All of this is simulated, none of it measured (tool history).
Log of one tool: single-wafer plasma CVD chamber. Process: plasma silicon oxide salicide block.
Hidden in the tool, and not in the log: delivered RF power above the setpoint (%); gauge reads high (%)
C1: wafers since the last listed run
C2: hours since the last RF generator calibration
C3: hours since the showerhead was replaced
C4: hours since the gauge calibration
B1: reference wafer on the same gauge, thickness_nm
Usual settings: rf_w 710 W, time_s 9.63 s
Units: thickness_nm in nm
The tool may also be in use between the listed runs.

{"run": 1, "hour": 0.0, "rf_w": 710, "time_s": 11.08, "C1": 0, "C2": 843.0, "C3": 6992.0, "C4": 517.1, "B1": 111.463, "thickness_nm": 108.219}
{"run": 2, "hour": 45.8, "rf_w": 710, "time_s": 9.63, "C1": 1373, "C2": 888.8, "C3": 7037.8, "C4": 562.9, "B1": 111.441, "thickness_nm": 93.617}
{"run": 3, "hour": 84.4, "rf_w": 710, "time_s": 9.63, "C1": 1157, "C2": 927.4, "C3": 7076.4, "C4": 601.5, "B1": 111.535, "thickness_nm": 93.92}
{"run": 4, "hour": 134.5, "rf_w": 710, "time_s": 9.63, "C1": 1502, "C2": 977.5, "C3": 7126.5, "C4": 651.6, "B1": 111.561, "thickness_nm": 94.037}
{"run": 5, "hour": 184.2, "rf_w": 710, "time_s": 9.63, "C1": 1490, "C2": 1027.2, "C3": 7176.2, "C4": 701.3, "B1": 111.462, "thickness_nm": 94.311}
{"run": 6, "hour": 227.5, "rf_w": 710, "time_s": 9.63, "C1": 1298, "C2": 1070.5, "C3": 7219.5, "C4": 744.6, "B1": 111.507, "thickness_nm": 93.507}
{"run": 7, "hour": 291.1, "rf_w": 710, "time_s": 9.63, "C1": 1907, "C2": 1134.1, "C3": 7283.1, "C4": 808.2, "B1": 111.502, "thickness_nm": 93.72}
{"run": 8, "hour": 359.3, "rf_w": 710, "time_s": 10.81, "C1": 2045, "C2": 1202.3, "C3": 7351.3, "C4": 876.4, "B1": 111.492, "thickness_nm": 105.766}
{"hour": 372.5, "done": "gauge calibrated"}
{"run": 9, "hour": 387.6, "rf_w": 710, "time_s": 9.63, "C1": 848, "C2": 1230.6, "C3": 7379.6, "C4": 15.1, "B1": 111.459, "thickness_nm": 93.598}
{"hour": 435.3, "done": "showerhead replaced"}
{"run": 10, "hour": 457.7, "rf_w": 665, "time_s": 8.61, "C1": 1862, "C2": 1300.7, "C3": 22.4, "C4": 85.2, "B1": 111.477, "thickness_nm": 82.212}
{"run": 11, "hour": 517.9, "rf_w": 710, "time_s": 10.81, "C1": 1805, "C2": 1360.9, "C3": 82.6, "C4": 145.4, "B1": 111.577, "thickness_nm": 105.276}
{"run": 12, "hour": 574.5, "rf_w": 675, "time_s": 10.35, "C1": 1697, "C2": 1417.5, "C3": 139.2, "C4": 202.0, "B1": 111.491, "thickness_nm": 99.158}
{"run": 13, "hour": 631.7, "rf_w": 630, "time_s": 11.02, "C1": 1715, "C2": 1474.7, "C3": 196.4, "C4": 259.2, "B1": 111.424, "thickness_nm": 104.514}
{"hour": 686.3, "done": "RF generator calibrated"}
{"run": 14, "hour": 686.8, "rf_w": 710, "time_s": 9.63, "C1": 1412, "C2": 0.5, "C3": 251.5, "C4": 314.3, "B1": 111.538, "thickness_nm": 95.142}
{"run": 15, "hour": 713.4, "rf_w": 630, "time_s": 11.3, "C1": 797, "C2": 27.1, "C3": 278.1, "C4": 340.9, "B1": 111.483, "thickness_nm": 108.907}
{"run": 16, "hour": 741.1, "rf_w": 635, "time_s": 8.48, "C1": 830, "C2": 54.8, "C3": 305.8, "C4": 368.6, "B1": 111.436, "thickness_nm": 81.915}
{"run": 17, "hour": 812.8, "rf_w": 795, "time_s": 10.18, "C1": 2150, "C2": 126.5, "C3": 377.5, "C4": 440.3, "B1": 111.438, "thickness_nm": 103.069}
{"run": 18, "hour": 861.6, "rf_w": 625, "time_s": 8.75, "C1": 1463, "C2": 175.3, "C3": 426.3, "C4": 489.1, "B1": 111.456, "thickness_nm": 83.336}

4 ways to go on from here, each from the tool as it stands after run 18. What would each give?
{"run": "A", "hour": 862.0, "rf_w": 710, "time_s": 11.09, "C1": 11, "C2": 175.7, "C3": 426.7, "C4": 489.5, "B1": "?", "thickness_nm": "?"}
{"run": "B", "hour": 862.0, "rf_w": 815, "time_s": 7.86, "C1": 11, "C2": 175.7, "C3": 426.7, "C4": 489.5, "B1": "?", "thickness_nm": "?"}
{"run": "C", "hour": 862.0, "rf_w": 710, "time_s": 8.58, "C1": 11, "C2": 175.7, "C3": 426.7, "C4": 489.5, "B1": "?", "thickness_nm": "?"}
{"run": "D", "hour": 862.0, "rf_w": 570, "time_s": 7.96, "C1": 11, "C2": 175.7, "C3": 426.7, "C4": 489.5, "B1": "?", "thickness_nm": "?"}

run=A B1=111.569 thickness_nm=109.522
run=B B1=111.569 thickness_nm=80.399
run=C B1=111.569 thickness_nm=84.734
run=D B1=111.569 thickness_nm=74.453
Without the tool's hidden state the same runs would have given:
run=A thickness_nm=110.350
run=B thickness_nm=81.007
run=C thickness_nm=85.374
run=D thickness_nm=75.016

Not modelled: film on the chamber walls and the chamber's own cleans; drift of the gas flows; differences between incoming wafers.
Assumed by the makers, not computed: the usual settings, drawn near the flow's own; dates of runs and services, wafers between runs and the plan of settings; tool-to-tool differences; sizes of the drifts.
